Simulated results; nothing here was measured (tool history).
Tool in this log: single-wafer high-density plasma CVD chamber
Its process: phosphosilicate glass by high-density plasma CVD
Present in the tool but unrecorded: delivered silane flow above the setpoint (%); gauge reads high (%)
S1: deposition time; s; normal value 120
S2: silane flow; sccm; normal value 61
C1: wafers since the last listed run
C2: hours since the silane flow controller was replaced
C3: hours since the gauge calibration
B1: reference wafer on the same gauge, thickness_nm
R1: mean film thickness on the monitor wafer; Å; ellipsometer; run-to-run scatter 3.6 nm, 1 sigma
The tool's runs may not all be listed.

{"run": 1, "day": 0.0, "S1": 120, "S2": 61, "C1": 0, "C2": 1412.3, "C3": 269.1, "B1": 862.399, "R1": 7382.97}
{"run": 2, "day": 1.412, "S1": 120, "S2": 61, "C1": 252, "C2": 1446.2, "C3": 303.0, "B1": 863.426, "R1": 7303.64}
{"run": 3, "day": 2.062, "S1": 120, "S2": 61, "C1": 116, "C2": 1461.8, "C3": 318.6, "B1": 864.12, "R1": 7326.26}
{"run": 4, "day": 2.708, "S1": 120, "S2": 61, "C1": 115, "C2": 1477.3, "C3": 334.1, "B1": 864.131, "R1": 7257.79}
{"run": 5, "day": 4.242, "S1": 109, "S2": 61, "C1": 274, "C2": 1514.1, "C3": 370.9, "B1": 864.179, "R1": 6549.97}
{"run": 6, "day": 5.283, "S1": 109, "S2": 61, "C1": 186, "C2": 1539.1, "C3": 395.9, "B1": 863.869, "R1": 6521.06}
{"run": 7, "day": 6.25, "S1": 109, "S2": 61, "C1": 172, "C2": 1562.3, "C3": 419.1, "B1": 864.958, "R1": 6562.96}
{"run": 8, "day": 7.462, "S1": 120, "S2": 61, "C1": 216, "C2": 1591.4, "C3": 448.2, "B1": 865.601, "R1": 7283.14}
{"run": 9, "day": 8.9, "S1": 120, "S2": 61, "C1": 256, "C2": 1625.9, "C3": 482.7, "B1": 864.958, "R1": 7261.23}
{"run": 10, "day": 9.642, "S1": 120, "S2": 61, "C1": 132, "C2": 1643.7, "C3": 500.5, "B1": 863.364, "R1": 7220.14}
{"run": 11, "day": 10.571, "S1": 120, "S2": 53, "C1": 166, "C2": 1666.0, "C3": 522.8, "B1": 864.589, "R1": 6252.18}
{"run": 12, "day": 12.767, "S1": 120, "S2": 53, "C1": 392, "C2": 1718.7, "C3": 575.5, "B1": 863.773, "R1": 6281.65}
{"run": 13, "day": 14.133, "S1": 131, "S2": 61, "C1": 244, "C2": 1751.5, "C3": 608.3, "B1": 864.822, "R1": 7750.19}
{"run": 14, "day": 14.758, "S1": 131, "S2": 61, "C1": 111, "C2": 1766.5, "C3": 623.3, "B1": 863.87, "R1": 7830.26}
{"run": 15, "day": 15.608, "S1": 111, "S2": 66, "C1": 151, "C2": 1786.9, "C3": 643.7, "B1": 863.816, "R1": 7158.02}
{"run": 16, "day": 18.846, "S1": 120, "S2": 53, "C1": 578, "C2": 1864.6, "C3": 721.4, "B1": 863.737, "R1": 6219.9}
{"day": 19.229, "done": "gauge calibrated"}
{"run": 17, "day": 19.862, "S1": 101, "S2": 61, "C1": 181, "C2": 1889.0, "C3": 15.2, "B1": 863.746, "R1": 5966.66}
{"run": 18, "day": 20.429, "S1": 120, "S2": 61, "C1": 101, "C2": 1902.6, "C3": 28.8, "B1": 864.379, "R1": 7115.28}
{"day": 21.062, "done": "silane flow controller replaced"}
{"run": 19, "day": 21.804, "S1": 120, "S2": 61, "C1": 186, "C2": 17.8, "C3": 61.8, "B1": 864.977, "R1": 7520.42}
{"run": 20, "day": 23.104, "S1": 109, "S2": 61, "C1": 232, "C2": 49.0, "C3": 93.0, "B1": 862.879, "R1": 6810.6}
{"run": 21, "day": 23.762, "S1": 130, "S2": 71, "C1": 117, "C2": 64.8, "C3": 108.8, "B1": 864.23, "R1": 9504.37}
{"run": 22, "day": 25.017, "S1": 132, "S2": 72, "C1": 224, "C2": 94.9, "C3": 138.9, "B1": 863.224, "R1": 9662.7}
{"run": 23, "day": 25.7, "S1": 137, "S2": 50, "C1": 122, "C2": 111.3, "C3": 155.3, "B1": 863.808, "R1": 7187.49}
{"run": 24, "day": 26.483, "S1": 105, "S2": 50, "C1": 140, "C2": 130.1, "C3": 174.1, "B1": 863.598, "R1": 5499.48}
{"run": 25, "day": 27.279, "S1": 101, "S2": 66, "C1": 142, "C2": 149.2, "C3": 193.2, "B1": 865.288, "R1": 6813.87}
{"run": 26, "day": 28.571, "S1": 120, "S2": 61, "C1": 230, "C2": 180.2, "C3": 224.2, "B1": 863.75, "R1": 7554.14}
{"run": 27, "day": 32.488, "S1": 103, "S2": 50, "C1": 700, "C2": 274.2, "C3": 318.2, "B1": 864.03, "R1": 5376.76}
{"run": 28, "day": 33.429, "S1": 141, "S2": 55, "C1": 168, "C2": 296.8, "C3": 340.8, "B1": 864.683, "R1": 8059.55}

Forecast each of these 3 alternatives for the next run:
{"run": "A", "day": 33.446, "S1": 132, "S2": 61, "C1": 2, "C2": 297.2, "C3": 341.2, "B1": "?", "R1": "?"}
{"run": "B", "day": 33.446, "S1": 120, "S2": 71, "C1": 2, "C2": 297.2, "C3": 341.2, "B1": "?", "R1": "?"}
{"run": "C", "day": 33.446, "S1": 137, "S2": 66, "C1": 2, "C2": 297.2, "C3": 341.2, "B1": "?", "R1": "?"}

run=A B1=863.118 R1=8219.95
run=B B1=863.118 R1=8614.48
run=C B1=863.118 R1=9183.09
Stripped of hidden state, with their random variation kept, the same runs would have yielded:
run=A R1=8245.76
run=B R1=8641.53
run=C R1=9211.93
